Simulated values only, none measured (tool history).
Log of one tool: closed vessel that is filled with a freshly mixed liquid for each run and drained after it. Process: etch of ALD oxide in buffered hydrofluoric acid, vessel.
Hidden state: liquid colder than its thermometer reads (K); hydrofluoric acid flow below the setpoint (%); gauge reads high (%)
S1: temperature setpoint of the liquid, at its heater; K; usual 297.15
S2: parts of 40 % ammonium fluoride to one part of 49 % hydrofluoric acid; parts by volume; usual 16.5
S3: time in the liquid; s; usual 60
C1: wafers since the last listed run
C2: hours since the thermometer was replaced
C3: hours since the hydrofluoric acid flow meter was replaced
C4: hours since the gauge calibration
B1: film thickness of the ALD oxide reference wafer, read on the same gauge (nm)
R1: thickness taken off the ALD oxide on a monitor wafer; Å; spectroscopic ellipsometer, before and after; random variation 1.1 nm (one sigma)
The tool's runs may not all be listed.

Run 1, hour 0: usual settings but S2 11.5 parts by volume; C1 0; C2 979.4; C3 275.5; C4 110.3; B1 129.99. Result: R1 1957.6 Å.
Run 2, hour 12.6: usual settings but S2 11.5 parts by volume; C1 1510; C2 992; C3 288.1; C4 122.9; B1 130. Result: R1 1932 Å.
Run 3, hour 29.6: usual settings; C1 2038; C2 1009; C3 305.1; C4 139.9; B1 130.01. Result: R1 1379.8 Å.
Run 4, hour 37.2: usual settings; C1 911; C2 1016.6; C3 312.7; C4 147.5; B1 129.98. Result: R1 1370.3 Å.
Run 5, hour 44.8: usual settings; C1 911; C2 1024.2; C3 320.3; C4 155.1; B1 129.99. Result: R1 1376.5 Å.
Run 6, hour 51.6: usual settings; C1 815; C2 1031; C3 327.1; C4 161.9; B1 129.99. Result: R1 1376 Å.
Run 7, hour 64.4: usual settings; C1 1534; C2 1043.8; C3 339.9; C4 174.7; B1 130. Result: R1 1387.1 Å.
Run 8, hour 77.4: usual settings; C1 1558; C2 1056.8; C3 352.9; C4 187.7; B1 130. Result: R1 1377.4 Å.
Run 9, hour 91.2: usual settings; C1 1654; C2 1070.6; C3 366.7; C4 201.5; B1 130.02. Result: R1 1369.2 Å.
Run 10, hour 98.2: usual settings but S1 301.15 K, S3 45 s; C1 839; C2 1077.6; C3 373.7; C4 208.5; B1 130. Result: R1 1295.6 Å.
Run 11, hour 106.8: usual settings but S1 301.15 K, S3 45 s; C1 1031; C2 1086.2; C3 382.3; C4 217.1; B1 130.02. Result: R1 1285.9 Å.
Run 12, hour 122.3: usual settings but S1 301.15 K, S3 45 s; C1 1858; C2 1101.7; C3 397.8; C4 232.6; B1 129.99. Result: R1 1293.4 Å.
Run 13, hour 144: usual settings but S1 294.15 K, S2 11.5 parts by volume, S3 95 s; C1 2601; C2 1123.4; C3 419.5; C4 254.3; B1 129.99. Result: R1 2642.1 Å.
Run 14, hour 156.2: usual settings but S1 301.65 K, S2 14 parts by volume; C1 1462; C2 1135.6; C3 431.7; C4 266.5; B1 130. Result: R1 2064.4 Å.
Run 15, hour 163: usual settings; C1 815; C2 1142.4; C3 438.5; C4 273.3; B1 129.99. Result: R1 1385.7 Å.
Run 16, hour 171.6: usual settings but S1 293.15 K, S3 30 s; C1 1031; C2 1151; C3 447.1; C4 281.9; B1 130. Result: R1 548.8 Å.
At hour 180: thermometer replaced.
At hour 181.6: gauge calibrated.
Run 17, hour 186.5: usual settings but S1 293.65 K, S3 85 s; C1 1666; C2 6.5; C3 462; C4 4.9; B1 129.98. Result: R1 1604.2 Å.
At hour 189: hydrofluoric acid flow meter replaced.
Run 18, hour 193.3: usual settings but S1 300.65 K, S2 12 parts by volume, S3 75 s; C1 695; C2 13.3; C3 4.3; C4 11.7; B1 130. Result: R1 2841.3 Å.
Run 19, hour 208.8: usual settings but S1 299.65 K; C1 1858; C2 28.8; C3 19.8; C4 27.2; B1 129.97. Result: R1 1600.7 Å.
Run 20, hour 217.7: usual settings but S1 293.65 K, S2 14 parts by volume; C1 1067; C2 37.7; C3 28.7; C4 36.1; B1 129.99. Result: R1 1333.5 Å.
Run 21, hour 230.6: usual settings but S1 301.65 K, S2 22.5 parts by volume, S3 50 s; C1 1546; C2 50.6; C3 41.6; C4 49; B1 130. Result: R1 1123.3 Å.
Run 22, hour 244.6: usual settings; C1 1678; C2 64.6; C3 55.6; C4 63; B1 129.99. Result: R1 1370.6 Å.
Run 23, hour 261.7: usual settings; C1 2050; C2 81.7; C3 72.7; C4 80.1; B1 130.01. Result: R1 1373.6 Å.
Run 24, hour 267.8: usual settings but S1 294.65 K; C1 731; C2 87.8; C3 78.8; C4 86.2; B1 130.01. Result: R1 1217 Å.

Forecast each of these 5 alternatives for the next run:
Run A, hour 268.5: usual settings but S3 90 s; C1 83; C2 88.5; C3 79.5; C4 86.9; B1 ?. Result: R1 ?.
Run B, hour 268.5: usual settings but S1 292.65 K, S2 13 parts by volume, S3 40 s; C1 83; C2 88.5; C3 79.5; C4 86.9; B1 ?. Result: R1 ?.
Run C, hour 268.5: usual settings but S1 298.65 K, S2 14.5 parts by volume, S3 75 s; C1 83; C2 88.5; C3 79.5; C4 86.9; B1 ?. Result: R1 ?.
Run D, hour 268.5: usual settings but S2 12.5 parts by volume; C1 83; C2 88.5; C3 79.5; C4 86.9; B1 ?. Result: R1 ?.
Run E, hour 268.5: usual settings but S2 21 parts by volume; C1 83; C2 88.5; C3 79.5; C4 86.9; B1 ?. Result: R1 ?.

run      B1      R1
  A  129.98  2099.3
  B  129.98     919
  C  129.98  2155.1
  D  129.98    1838
  E  129.98  1119.6
Without the tool's hidden state the same runs would have given:
run      R1
  A  2099.3
  B     919
  C  2155.1
  D    1838
  E  1119.6
